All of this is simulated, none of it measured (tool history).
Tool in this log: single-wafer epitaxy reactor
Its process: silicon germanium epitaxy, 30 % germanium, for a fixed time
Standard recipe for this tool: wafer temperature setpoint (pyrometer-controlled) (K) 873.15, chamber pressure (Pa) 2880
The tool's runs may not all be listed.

run	hour	wafer temperature setpoint (pyrometer-controlled) (K)	chamber pressure (Pa)	wafers since the last listed run	hours since the last pyrometer calibration	hours since the last manometer calibration	hours since the showerhead was replaced	hours since the gauge calibration	read-back reference wafer on the same gauge, thickness_nm	mean film thickness on the monitor wafer (Å)
1	0.0	873.15	2880	0	1111.1	1568.8	5301.5	164.6	64.885	535.58
2	30.1	862.15	3200	389	1141.2	1598.9	5331.6	194.7	64.927	469.11
3	39.2	862.15	3200	117	1150.3	1608.0	5340.7	203.8	64.890	469.96
4	55.8	873.15	2880	214	1166.9	1624.6	5357.3	220.4	64.921	535.09
5	66.5	873.15	2880	138	1177.6	1635.3	5368.0	231.1	64.901	533.75
6	83.8	873.15	2880	223	1194.9	1652.6	5385.3	248.4	64.918	534.12
7	95.9	873.15	2880	156	1207.0	1664.7	5397.4	260.5	64.869	533.73
8	105.0	873.15	2560	117	1216.1	1673.8	5406.5	269.6	64.917	505.11
9	117.0	873.15	2880	155	1228.1	1685.8	5418.5	281.6	64.881	532.86
10	129.2	873.15	2880	157	1240.3	1698.0	5430.7	293.8	64.912	532.08
# hour 146.6: capacitance manometer re-zeroed and calibrated
11	147.1	873.15	2880	128	1258.2	0.5	5448.6	311.7	64.925	516.16
12	148.6	864.15	2880	19	1259.7	2.0	5450.1	313.2	64.872	444.74
13	163.1	864.15	2880	187	1274.2	16.5	5464.6	327.7	64.918	445.74
# hour 180.7: gauge calibrated
14	181.3	878.15	3413	235	1292.4	34.7	5482.8	0.6	64.915	605.58
15	192.5	873.15	2253	144	1303.6	45.9	5494.0	11.8	64.885	457.35
16	200.8	878.15	3413	107	1311.9	54.2	5502.3	20.1	64.903	605.45

Run 17 comes next. What will it give?
17	213.9	864.15	3533	169	1325.0	67.3	5515.4	33.2	?	?

Run 17 yielded read-back reference wafer on the same gauge, thickness_nm 64.869, mean film thickness on the monitor wafer (Å) 489.21.
With the hidden condition absent and the run-to-run variation left alone, this run would have shown mean film thickness on the monitor wafer (Å) 522.67.
